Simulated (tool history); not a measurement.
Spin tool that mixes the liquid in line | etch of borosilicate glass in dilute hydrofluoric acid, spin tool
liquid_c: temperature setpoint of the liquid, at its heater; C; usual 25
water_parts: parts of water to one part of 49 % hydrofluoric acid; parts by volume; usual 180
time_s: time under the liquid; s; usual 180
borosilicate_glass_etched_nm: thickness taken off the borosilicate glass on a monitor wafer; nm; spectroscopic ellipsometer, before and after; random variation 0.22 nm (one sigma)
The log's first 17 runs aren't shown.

| run | hour | liquid_c | water_parts | time_s | wafers since the last listed run | hours since the thermometer was replaced | hours since the hydrofluoric acid flow meter was replaced | hours since the gauge calibration | read-back film thickness of the borosilicate glass reference wafer, read on the same gauge (nm) | borosilicate_glass_etched_nm |
|---|---|---|---|---|---|---|---|---|---|---|
| 18 | 801.6 | 20 | 250 | 150 | 339 | 46.1 | 424.5 | 329.4 | 149.56 | 10.2 |
| 19 | 868.3 | 21 | 145 | 180 | 496 | 112.8 | 491.2 | 396.1 | 149.41 | 24.59 |
| 20 | 918.8 | 28 | 265 | 80 | 376 | 163.3 | 541.7 | 446.6 | 149.29 | 6.78 |
| 21 | 946.4 | 30 | 145 | 75 | 205 | 190.9 | 569.3 | 474.2 | 149.24 | 14.52 |
| 22 | 1007.4 | 25 | 180 | 180 | 454 | 251.9 | 630.3 | 535.2 | 149.07 | 22.24 |
| 23 | 1040 | 28.5 | 150 | 255 | 242 | 284.5 | 662.9 | 567.8 | 148.98 | 44.77 |
| 24 | 1186.6 | 25 | 100 | 180 | 1091 | 431.1 | 809.5 | 714.4 | 148.39 | 43.83 |
| 25 | 1213.6 | 25 | 125 | 180 | 201 | 458.1 | 836.5 | 741.4 | 148.34 | 33.93 |
| 26 | 1244.4 | 27 | 180 | 245 | 229 | 488.9 | 867.3 | 772.2 | 148.1 | 32.55 |
| 27 | 1292.5 | 25 | 255 | 230 | 358 | 537 | 915.4 | 820.3 | 147.93 | 18.36 |
| 28 | 1324.1 | 25 | 250 | 180 | 235 | 568.6 | 947 | 851.9 | 147.74 | 14.47 |
| 29 | 1391.7 | 25 | 180 | 180 | 503 | 636.2 | 1014.6 | 919.5 | 147.44 | 21.44 |
| 30 | 1425 | 28 | 120 | 180 | 248 | 669.5 | 1047.9 | 952.8 | 147.26 | 39.58 |
| 31 | 1455.4 | 21.5 | 260 | 135 | 226 | 699.9 | 1078.3 | 983.2 | 147.06 | 9.12 |
| 32 | 1524.2 | 23.5 | 115 | 250 | 512 | 768.7 | 1147.1 | 1052 | 146.64 | 47.13 |

5 ways to go on from here, each from the tool as it stands after run 32. What would each give?
| A | 1524.7 | 25 | 265 | 180 | 3 | 769.2 | 1147.6 | 1052.5 | ? | ? |
| B | 1524.7 | 25 | 135 | 180 | 3 | 769.2 | 1147.6 | 1052.5 | ? | ? |
| C | 1524.7 | 28.5 | 180 | 280 | 3 | 769.2 | 1147.6 | 1052.5 | ? | ? |
| D | 1524.7 | 29 | 245 | 150 | 3 | 769.2 | 1147.6 | 1052.5 | ? | ? |
| E | 1524.7 | 29.5 | 125 | 180 | 3 | 769.2 | 1147.6 | 1052.5 | ? | ? |

| run | read-back film thickness of the borosilicate glass reference wafer, read on the same gauge (nm) | borosilicate_glass_etched_nm |
|---|---|---|
| A | 146.65 | 13.75 |
| B | 146.65 | 31.15 |
| C | 146.65 | 39.18 |
| D | 146.65 | 14.53 |
| E | 146.65 | 40.35 |
Without the tool's hidden state the same runs would have given:
| run | borosilicate_glass_etched_nm |
|---|---|
| A | 14.06 |
| B | 31.87 |
| C | 40.08 |
| D | 14.87 |
| E | 41.27 |
